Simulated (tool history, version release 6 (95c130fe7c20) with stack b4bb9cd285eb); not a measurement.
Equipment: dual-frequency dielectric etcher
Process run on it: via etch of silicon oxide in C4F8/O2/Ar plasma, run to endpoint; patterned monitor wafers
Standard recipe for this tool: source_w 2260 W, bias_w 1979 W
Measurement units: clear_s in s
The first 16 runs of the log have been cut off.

run     day  source_w  bias_w  wafers since the last listed run  hours since the last wet clean  hours since the last source power generator calibration  hours since the last bias power generator calibration  hours since the last upper electrode change  incoming incoming film thickness, nm  clear_s
 17   9.058      1840    2257                                35                           220.6                                                   4038.3                                                   73.2                                         90.4                                1567.0    302.6
 18   9.575      2260    1979                                47                           233.0                                                   4050.7                                                   85.6                                        102.8                                1571.4    284.7
 19   9.967      1890    2135                                36                           242.4                                                   4060.1                                                   95.0                                        112.2                                1601.8    314.6
 20  10.246      2610    1561                                25                           249.1                                                   4066.8                                                  101.7                                        118.9                                1590.9    282.0
 21  10.542      1930    1621                                27                           256.2                                                   4073.9                                                  108.8                                        126.0                                1575.4    324.6
 22  11.292      2550    1586                                69                           274.2                                                   4091.9                                                  126.8                                        144.0                                1572.7    281.5
 23  11.779      1850    2422                                44                           285.9                                                   4103.6                                                  138.5                                        155.7                                1591.7    311.0
 24  12.504      2260    1979                                66                           303.3                                                   4121.0                                                  155.9                                        173.1                                1583.8    288.1
     13.317  -- source power generator calibrated
     13.538  -- wet clean of the chamber
 25  13.558      1730    1979                                61                             0.5                                                      5.8                                                  181.2                                        198.4                                1593.4    314.9
 26  13.575      2260    1979                                 1                             0.9                                                      6.2                                                  181.6                                        198.8                                1584.6    280.0
 27  13.871      2260    1979                                27                             8.0                                                     13.3                                                  188.7                                        205.9                                1577.7    278.1
 28  14.429      2050    2240                                51                            21.4                                                     26.7                                                  202.1                                        219.3                                1578.0    284.1
 29  15.012      2260    2243                                53                            35.4                                                     40.7                                                  216.1                                        233.3                                1581.5    273.3
 30  15.388      2260    2429                                34                            44.4                                                     49.7                                                  225.1                                        242.3                                1571.9    264.6
 31  15.858      2040    1979                                43                            55.7                                                     61.0                                                  236.4                                        253.6                                1585.4    290.8
 32  16.521      1840    2398                                61                            71.6                                                     76.9                                                  252.3                                        269.5                                1564.9    295.8
 33  16.975      2780    1628                                41                            82.5                                                     87.8                                                  263.2                                        280.4                                1584.7    261.7
 34  17.675      1870    2098                                64                            99.3                                                    104.6                                                  280.0                                        297.2                                1582.0    307.7
 35  18.304      2260    2256                                58                           114.4                                                    119.7                                                  295.1                                        312.3                                1575.4    273.2

Consider 4 possible next runs. They are alternatives, not a sequence: every one starts from the tool as it was left by run 35. What does each give?
  A  18.325      2260    1979                                 1                           114.9                                                    120.2                                                  295.6                                        312.8                                1579.7        ?
  B  18.325      2070    2464                                 1                           114.9                                                    120.2                                                  295.6                                        312.8                                1579.7        ?
  C  18.325      1890    1745                                 1                           114.9                                                    120.2                                                  295.6                                        312.8                                1579.7        ?
  D  18.325      2260    2449                                 1                           114.9                                                    120.2                                                  295.6                                        312.8                                1579.7        ?

run  clear_s
  A    282.9
  B    281.0
  C    318.4
  D    269.4
Without the tool's unlogged condition, the same runs would have read:
run  clear_s
  A    276.2
  B    274.3
  C    310.8
  D    263.0

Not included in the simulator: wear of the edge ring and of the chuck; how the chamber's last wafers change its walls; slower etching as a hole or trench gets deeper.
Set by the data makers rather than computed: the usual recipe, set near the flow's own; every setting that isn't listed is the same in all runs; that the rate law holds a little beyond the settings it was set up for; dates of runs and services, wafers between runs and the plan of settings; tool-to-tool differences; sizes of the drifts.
